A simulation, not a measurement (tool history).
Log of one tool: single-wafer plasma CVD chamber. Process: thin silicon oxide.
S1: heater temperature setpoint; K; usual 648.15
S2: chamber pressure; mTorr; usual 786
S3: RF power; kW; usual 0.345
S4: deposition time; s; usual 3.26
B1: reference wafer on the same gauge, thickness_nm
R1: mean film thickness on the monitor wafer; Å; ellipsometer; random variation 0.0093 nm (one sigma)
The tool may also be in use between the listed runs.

run   hour      S1   S2     S3    S4     B1     R1
  1      0  648.15  786  0.345  3.26  5.255  55.44
  2   16.2  648.15  786  0.345  3.26   5.25  55.54
  3   32.6  648.15  786  0.345  3.26  5.254  55.39
  4   42.6  637.15  786   0.38  3.26  5.249  57.53
  5   57.7  637.15  786   0.38  3.26  5.254  57.47
  6   67.6  648.15  786  0.345  3.26  5.248  55.36
  7   82.9  648.15  890  0.345  3.26   5.25   60.2
  8  100.8  648.15  923  0.345  2.92  5.248  55.14
     120.8  -- RF generator calibrated
  9  121.3  648.15  923  0.345  2.92  5.248  55.04
     134.9  -- capacitance manometer re-zeroed and calibrated
 10  135.4  648.15  923  0.345  2.92  5.247  53.51
       150  -- thermocouple changed; heater temperature recalibrated
 11  150.5  648.15  786  0.345  3.26   5.25   53.4
 12  162.8  648.15  786  0.385  3.26  5.251  55.03
 13  177.5  648.15  786  0.385  3.26  5.252  54.95
     192.7  -- capacitance manometer re-zeroed and calibrated, repeated, since the last time left the tool worse
 14  193.2  656.15  605  0.345  3.81  5.249   56.2
       197  -- gauge calibrated
 15  202.5  648.15  786  0.345  2.97  5.252  52.27
       212  -- showerhead replaced
 16  217.3  648.15  645    0.4  2.76  5.252  44.31
 17  226.5  658.15  927   0.37  3.64  5.254   71.9
 18  233.4  653.15  786  0.415  2.67  5.249  49.18
 19  243.5  648.15  786  0.345  2.76  5.251  48.38
 20  250.5  648.15  912  0.345  3.26  5.252  62.91
 21    261  638.15  843  0.345  3.49  5.252  64.53
 22  269.5  648.15  875  0.345  2.74  5.251  51.48
 23  275.9  648.15  786  0.345  3.26  5.251  57.06
 24  289.7  638.15  703  0.345  3.26  5.245  53.39
 25  299.1  648.15  786  0.345  3.26  5.247  56.99
 26  309.1  648.15  864  0.275  3.88  5.249  67.77
 27  315.9  648.15  786  0.345  3.26  5.253  57.03

The tool's hidden state at each run:
wafer temperature above the value expected at the setpoint (K): 0 in every run
delivered RF power above the setpoint (%): 0 in every run
gauge reads high (%): 0 in every run
H1: true pressure above the setpoint (%)
run       H1
  1     -4.8
  2     -4.8
  3    -4.81
  4    -4.82
  5    -4.83
  6    -4.83
  7    -4.84
  8    -4.85
  9    -4.86
 10    -9.84
 11    -9.99
 12    -10.1
 13    -10.3
 14     0.44
 15    0.344
 16    0.194
 17    0.103
 18   0.0353
 19  -0.0627
 20    -0.13
 21   -0.229
 22   -0.309
 23   -0.368
 24   -0.493
 25   -0.578
 26   -0.666
 27   -0.725
